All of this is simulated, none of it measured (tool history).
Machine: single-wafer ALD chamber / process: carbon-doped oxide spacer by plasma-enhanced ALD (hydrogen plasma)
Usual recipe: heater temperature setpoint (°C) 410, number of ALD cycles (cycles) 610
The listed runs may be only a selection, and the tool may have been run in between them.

| run | day | heater temperature setpoint (°C) | number of ALD cycles (cycles) | wafers since the last listed run | hours since the last thermocouple change | hours since the gauge calibration | read-back reference wafer on the same gauge, thickness_nm | mean film thickness on the monitor wafer (nm) |
|---|---|---|---|---|---|---|---|---|
| 1 | 0 | 410 | 610 | 0 | 931.5 | 216.5 | 23.302 | 27.931 |
| 2 | 2.242 | 410 | 610 | 46 | 985.3 | 270.3 | 23.301 | 27.822 |
| 3 | 3.3 | 410 | 610 | 22 | 1010.7 | 295.7 | 23.322 | 27.972 |
| 4 | 5.612 | 410 | 610 | 48 | 1066.2 | 351.2 | 23.281 | 27.86 |
| 5 | 7.071 | 406 | 578 | 30 | 1101.2 | 386.2 | 23.296 | 26.623 |
| 6 | 9.038 | 406 | 578 | 40 | 1148.4 | 433.4 | 23.29 | 26.743 |
| 7 | 11.846 | 406 | 578 | 58 | 1215.8 | 500.8 | 23.296 | 26.671 |
|  | 13.7 | thermocouple changed; heater temperature recalibrated |
| 8 | 13.721 | 410 | 610 | 32 | 0.5 | 545.8 | 23.334 | 27.752 |
|  | 14.379 | gauge calibrated |
| 9 | 14.833 | 410 | 610 | 23 | 27.2 | 10.9 | 23.306 | 27.62 |
| 10 | 17.171 | 419 | 697 | 48 | 83.3 | 67 | 23.281 | 30.821 |
|  | 19.675 | thermocouple changed; heater temperature recalibrated, repeated, since the last time left the tool worse |
| 11 | 19.733 | 404 | 610 | 46 | 1.4 | 128.5 | 23.317 | 28.627 |
| 12 | 22.904 | 418 | 543 | 66 | 77.5 | 204.6 | 23.287 | 24.55 |
| 13 | 24.004 | 399 | 547 | 22 | 103.9 | 231 | 23.276 | 25.839 |
| 14 | 25.696 | 417 | 555 | 35 | 144.5 | 271.6 | 23.305 | 25.082 |
| 15 | 27.479 | 405 | 518 | 37 | 187.3 | 314.4 | 23.311 | 24.067 |
| 16 | 28.596 | 415 | 513 | 23 | 214.1 | 341.2 | 23.3 | 23.304 |

How the hidden state differs across the entries between the runs, from the last listed run before each to the first after it:
Runs 7 to 8: thermocouple changed; heater temperature recalibrated (day 13.7)
  wafer temperature above the value expected at the setpoint (K): 4.09 -> 6.59
  measured result minus the result with no hidden state, mean film thickness on the monitor wafer (nm): -0.297 -> -0.507
Runs 8 to 9: gauge calibrated (day 14.379)
  wafer temperature above the value expected at the setpoint (K): 6.59 -> 6.85
  measured result minus the result with no hidden state, mean film thickness on the monitor wafer (nm): -0.507 -> -0.525
Runs 10 to 11: thermocouple changed; heater temperature recalibrated, repeated, since the last time left the tool worse (day 19.675)
  wafer temperature above the value expected at the setpoint (K): 7.35 -> 0.206
  measured result minus the result with no hidden state, mean film thickness on the monitor wafer (nm): -0.645 -> -0.015
